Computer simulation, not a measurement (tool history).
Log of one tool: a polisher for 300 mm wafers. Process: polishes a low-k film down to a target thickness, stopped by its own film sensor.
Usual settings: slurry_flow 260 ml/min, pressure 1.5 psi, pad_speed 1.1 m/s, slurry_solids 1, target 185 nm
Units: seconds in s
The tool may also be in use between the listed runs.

run   hour  slurry_flow  pressure  pad_speed  slurry_solids  target  incoming thickness of the incoming film, nm  seconds
  1      0          260       1.5        1.1              1     185                                        210.8     88.2
  2    7.6          260       1.5        1.1              1     185                                        206.7     72.6
  3   21.6          260       1.5        1.1              1     185                                        209.7     81.9
      55.6  -- worn pad replaced by a new one
      62.3  -- slurry blender recalibrated
  4   71.8          260       1.5        1.1           0.85     182                                        209.8     97.4
  5   82.6          260       1.5        1.1           0.85     182                                        211.3    103.5
  6   89.7          295       1.5        1.1              1     185                                        207.2       73
      94.4  -- slurry nozzle cleaned
  7  136.5          295       1.5        1.1              1     185                                        211.5     91.2
       141  -- worn pad replaced by a new one
  8  152.4          260       1.5        1.1              1     185                                        210.6       85
  9  163.3          205       1.5        1.1              1     185                                        208.8     81.4
     165.9  -- slurry blender recalibrated
 10  177.6          205       1.5        1.1              1     185                                        210.3     89.1
 11  191.3          305       1.8        1.1            1.3     180                                        211.3     82.6
 12  202.9          330         1        1.1            0.7     187                                        210.7      123
 13  209.7          260       1.5        1.1            1.1     185                                        212.5     91.1
 14  220.1          260       1.5        1.1              1     185                                        210.4     88.5
 15  226.3          260       1.5        1.1              1     185                                        214.2     99.8
     243.7  -- head pressure recalibrated
     247.7  -- worn pad replaced by a new one
 16  248.2          320         1        1.1            0.8     193                                        206.2     63.3

Forecast run 17:
 17  257.6          210       1.5        1.1              1     185                                        212.9        ?

{"run 17": {"seconds": 94.3}}
Without the tool's hidden state the same run would have given seconds 92.6 s.
